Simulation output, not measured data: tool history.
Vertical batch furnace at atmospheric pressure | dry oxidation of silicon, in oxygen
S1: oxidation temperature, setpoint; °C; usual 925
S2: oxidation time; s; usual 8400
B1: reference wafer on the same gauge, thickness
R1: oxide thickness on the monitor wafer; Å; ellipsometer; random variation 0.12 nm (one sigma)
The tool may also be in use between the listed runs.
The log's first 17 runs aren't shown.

{"run": 18, "hour": 564.9, "S1": 903, "S2": 10350, "B1": 63.79, "R1": 645.7}
{"run": 19, "hour": 598.1, "S1": 906, "S2": 12090, "B1": 63.77, "R1": 733.6}
{"hour": 605.6, "done": "gauge calibrated"}
{"run": 20, "hour": 624.9, "S1": 932, "S2": 11400, "B1": 63.8, "R1": 890.0}
{"run": 21, "hour": 658.9, "S1": 907, "S2": 7230, "B1": 63.82, "R1": 533.0}
{"run": 22, "hour": 681.0, "S1": 912, "S2": 11340, "B1": 63.78, "R1": 743.0}
{"run": 23, "hour": 704.7, "S1": 917, "S2": 12390, "B1": 63.8, "R1": 827.7}
{"run": 24, "hour": 726.7, "S1": 942, "S2": 5460, "B1": 63.77, "R1": 599.8}
{"run": 25, "hour": 755.1, "S1": 906, "S2": 10980, "B1": 63.85, "R1": 691.0}
{"run": 26, "hour": 778.8, "S1": 925, "S2": 5610, "B1": 63.82, "R1": 531.9}
{"run": 27, "hour": 814.0, "S1": 925, "S2": 8400, "B1": 63.78, "R1": 688.3}
{"run": 28, "hour": 848.2, "S1": 925, "S2": 7260, "B1": 63.78, "R1": 628.2}
{"run": 29, "hour": 874.8, "S1": 909, "S2": 6900, "B1": 63.8, "R1": 528.3}
{"run": 30, "hour": 888.3, "S1": 911, "S2": 9810, "B1": 63.8, "R1": 673.2}
{"run": 31, "hour": 913.9, "S1": 943, "S2": 10860, "B1": 63.85, "R1": 942.2}
{"run": 32, "hour": 941.9, "S1": 925, "S2": 8400, "B1": 63.82, "R1": 691.0}
{"run": 33, "hour": 976.7, "S1": 912, "S2": 8400, "B1": 63.8, "R1": 615.8}
{"run": 34, "hour": 998.8, "S1": 901, "S2": 5820, "B1": 63.8, "R1": 442.9}
{"run": 35, "hour": 1020.4, "S1": 925, "S2": 8400, "B1": 63.82, "R1": 688.2}
{"run": 36, "hour": 1053.5, "S1": 937, "S2": 5130, "B1": 63.79, "R1": 555.3}
{"run": 37, "hour": 1088.3, "S1": 925, "S2": 8400, "B1": 63.83, "R1": 690.9}
{"run": 38, "hour": 1161.2, "S1": 946, "S2": 11940, "B1": 63.77, "R1": 1022.5}

5 ways to go on from here, each from the tool as it stands after run 38. What would each give?
{"run": "A", "hour": 1167.9, "S1": 925, "S2": 8400, "B1": "?", "R1": "?"}
{"run": "B", "hour": 1167.9, "S1": 925, "S2": 9570, "B1": "?", "R1": "?"}
{"run": "C", "hour": 1167.9, "S1": 905, "S2": 10470, "B1": "?", "R1": "?"}
{"run": "D", "hour": 1167.9, "S1": 914, "S2": 9990, "B1": "?", "R1": "?"}
{"run": "E", "hour": 1167.9, "S1": 908, "S2": 9810, "B1": "?", "R1": "?"}

run=A B1=63.77 R1=694.3
run=B B1=63.77 R1=755.5
run=C B1=63.77 R1=666.9
run=D B1=63.77 R1=704.0
run=E B1=63.77 R1=657.7
Without the tool's hidden state the same runs would have given:
run=A R1=687.9
run=B R1=748.6
run=C R1=660.2
run=D R1=696.9
run=E R1=651.1

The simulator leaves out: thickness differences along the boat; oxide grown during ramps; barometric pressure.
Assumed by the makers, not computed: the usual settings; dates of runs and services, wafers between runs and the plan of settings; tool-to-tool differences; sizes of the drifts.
